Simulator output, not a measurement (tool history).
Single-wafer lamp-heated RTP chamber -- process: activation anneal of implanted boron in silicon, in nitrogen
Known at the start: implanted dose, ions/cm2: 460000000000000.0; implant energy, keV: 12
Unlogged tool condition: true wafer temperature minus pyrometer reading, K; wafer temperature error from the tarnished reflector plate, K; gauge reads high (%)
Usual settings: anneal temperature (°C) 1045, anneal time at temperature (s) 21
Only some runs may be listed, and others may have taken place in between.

run    hour  anneal temperature (°C)  anneal time at temperature (s)  wafers since the last listed run  wafers since the last pyrometer calibration  wafers since the reflector plate was cleaned  hours since the gauge calibration  read-back reference wafer on the same gauge, sheet resistance  sheet resistance of the implanted and annealed layer (ohm/square)
  1       0                     1023                              21                                 0                                         4855                                          6465                               1392                                                         245.02                                                             225.78
        9.4  -- reflector plate cleaned
  2    45.5                     1045                              21                               295                                         5150                                           284                             1437.5                                                         245.01                                                             224.38
       64.7  -- pyrometer window cleaned and pyrometer calibrated
  3   136.9                     1045                              21                               657                                          569                                           941                             1528.9                                                         244.98                                                             223.83
  4   239.3                     1045                              24                               806                                         1375                                          1747                             1631.3                                                         245.01                                                             223.23
  5   339.1                     1045                              24                               786                                         2161                                          2534                             1731.1                                                         244.99                                                             223.77
  6   439.9                     1045                              26                               794                                         2956                                          3328                             1831.9                                                         244.98                                                             222.49
  7     479                     1045                              26                               308                                         3264                                          3636                               1871                                                         244.96                                                             224.07
  8   520.4                     1045                              21                               326                                         3590                                          3962                             1912.4                                                         245.06                                                             224.32
      643.1  -- pyrometer window cleaned and pyrometer calibrated
  9   662.9                     1045                              21                              1059                                          155                                          5021                             2054.9                                                         244.97                                                             224.04
 10   700.5                     1045                              21                               296                                          452                                          5318                             2092.5                                                         245.06                                                             224.03
 11   788.4                     1061                              28                               692                                         1144                                          6010                             2180.4                                                         244.93                                                              221.8
 12   859.7                     1061                              28                               561                                         1706                                          6572                             2251.7                                                         244.98                                                              221.1
      903.7  -- reflector plate cleaned
 13   906.2                     1061                              28                               303                                         2009                                            19                             2298.2                                                         244.92                                                             221.81
 14   968.6                     1045                              21                               491                                         2501                                           511                             2360.6                                                            245                                                             223.84
 15  1015.2                     1031                              27                               367                                         2868                                           878                             2407.2                                                         245.02                                                             223.83
 16  1070.2                     1067                              17                               433                                         3301                                          1311                             2462.2                                                         245.01                                                             223.66
 17  1157.4                     1045                              21                               686                                         3988                                          1998                             2549.4                                                         245.09                                                             223.69
     1190.6  -- pyrometer window cleaned and pyrometer calibrated
     1213.3  -- gauge calibrated
 18    1240                     1045                              21                               587                                          388                                          2586                               26.7                                                         245.03                                                             223.66
 19  1342.2                     1031                              21                               805                                         1193                                          3391                              128.9                                                         245.01                                                             224.44
 20  1386.4                     1055                               9                               348                                         1542                                          3739                              173.1                                                         244.94                                                             225.45
 21  1458.2                     1074                              14                               565                                         2107                                          4305                              244.9                                                            245                                                             223.21
 22  1532.8                     1065                              28                               587                                         2695                                          4892                              319.5                                                         244.97                                                             221.79
 23  1574.5                     1036                              21                               328                                         3024                                          5221                              361.2                                                         245.02                                                             224.18
 24  1641.5                     1021                              27                               527                                         3551                                          5749                              428.2                                                         245.05                                                             224.74
     1714.8  -- reflector plate cleaned
 25  1718.9                     1024                              29                               546                                         4098                                            32                              505.6                                                         245.04                                                             224.16
 26  1792.6                     1028                              21                               580                                         4679                                           612                              579.3                                                         244.95                                                             225.11
       1855  -- pyrometer window cleaned and pyrometer calibrated
 27  1874.3                     1062                              11                               580                                          152                                          1193                                661                                                         245.04                                                             224.57
 28  1959.7                     1045                              21                               672                                          824                                          1866                              746.4                                                         245.04                                                             224.01
 29  2045.6                     1045                              21                               676                                         1501                                          2542                              832.3                                                         245.02                                                             223.83
 30  2149.2                     1015                              11                               816                                         2317                                          3359                              935.9                                                         245.04                                                             226.36
 31  2210.4                     1073                              25                               482                                         2799                                          3841                              997.1                                                         244.97                                                             221.08
 32  2292.5                     1072                              25                               646                                         3446                                          4488                             1079.2                                                         244.95                                                             221.03
 33  2378.5                     1045                              21                               677                                         4124                                          5165                             1165.2                                                         245.03                                                             223.94
       2420  -- pyrometer window cleaned and pyrometer calibrated
     2523.4  -- reflector plate cleaned
 34  2535.2                     1031                              14                              1108                                          844                                            92                             1321.9                                                            245                                                             225.53
 35  2615.2                     1045                              21                               630                                         1474                                           723                             1401.9                                                         245.03                                                             224.03

Hidden condition of the tool, last listed run before each entry between runs versus first listed run after:
Run 1 -> run 2: reflector plate cleaned (hour 9.4)
  both runs share identical hidden conditions
Run 2 -> run 3: pyrometer window cleaned and pyrometer calibrated (hour 64.7)
  both runs share identical hidden conditions
Run 8 -> run 9: pyrometer window cleaned and pyrometer calibrated (hour 643.1)
  both runs share identical hidden conditions
Run 12 -> run 13: reflector plate cleaned (hour 903.7)
  both runs share identical hidden conditions
Run 17 -> run 18: pyrometer window cleaned and pyrometer calibrated (hour 1190.6); gauge calibrated (hour 1213.3)
  both runs share identical hidden conditions
Run 24 -> run 25: reflector plate cleaned (hour 1714.8)
  both runs share identical hidden conditions
Run 26 -> run 27: pyrometer window cleaned and pyrometer calibrated (hour 1855)
  both runs share identical hidden conditions
Run 33 -> run 34: pyrometer window cleaned and pyrometer calibrated (hour 2420); reflector plate cleaned (hour 2523.4)
  both runs share identical hidden conditions

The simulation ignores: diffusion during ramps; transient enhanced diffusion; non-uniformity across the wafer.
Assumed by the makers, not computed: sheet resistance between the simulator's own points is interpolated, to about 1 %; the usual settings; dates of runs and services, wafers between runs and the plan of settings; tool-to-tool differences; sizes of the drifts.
